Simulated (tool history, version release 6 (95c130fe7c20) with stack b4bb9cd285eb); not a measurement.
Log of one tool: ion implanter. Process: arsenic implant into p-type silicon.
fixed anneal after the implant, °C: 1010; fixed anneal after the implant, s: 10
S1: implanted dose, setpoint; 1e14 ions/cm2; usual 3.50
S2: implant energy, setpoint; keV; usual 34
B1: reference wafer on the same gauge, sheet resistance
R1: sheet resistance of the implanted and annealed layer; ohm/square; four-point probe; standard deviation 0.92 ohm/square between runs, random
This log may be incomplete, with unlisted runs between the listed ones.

| run | hour | S1 | S2 | B1 | R1 |
|---|---|---|---|---|---|
| 1 | 0.0 | 3.50 | 40 | 235.06 | 261.79 |
| 2 | 36.6 | 3.50 | 40 | 235.30 | 260.82 |
| 3 | 84.0 | 3.50 | 40 | 234.91 | 261.89 |
| 4 | 112.1 | 3.03 | 40 | 234.87 | 291.23 |
| 5 | 148.7 | 3.50 | 34 | 235.22 | 268.01 |
| 6 | 206.9 | 3.50 | 34 | 234.84 | 267.84 |
| 7 | 265.3 | 3.50 | 34 | 235.34 | 269.34 |
| 8 | 309.5 | 3.50 | 34 | 235.02 | 270.94 |
| 9 | 363.5 | 3.50 | 34 | 235.39 | 269.78 |
|  | 404.3 | gauge calibrated |
| 10 | 430.3 | 3.50 | 34 | 234.60 | 269.63 |
| 11 | 493.3 | 3.50 | 34 | 235.15 | 270.36 |
| 12 | 520.9 | 3.50 | 34 | 234.58 | 270.46 |
| 13 | 566.5 | 3.50 | 34 | 234.84 | 272.48 |
|  | 586.6 | extraction supply calibrated |
| 14 | 742.4 | 3.03 | 24 | 234.46 | 320.52 |

Expected results for the next run?
| 15 | 811.3 | 3.03 | 40 | ? | ? |

B1: 235.30
R1: 296.72 ohm/square
Had the tool carried no hidden state, the very same run would have given R1 290.29 ohm/square.

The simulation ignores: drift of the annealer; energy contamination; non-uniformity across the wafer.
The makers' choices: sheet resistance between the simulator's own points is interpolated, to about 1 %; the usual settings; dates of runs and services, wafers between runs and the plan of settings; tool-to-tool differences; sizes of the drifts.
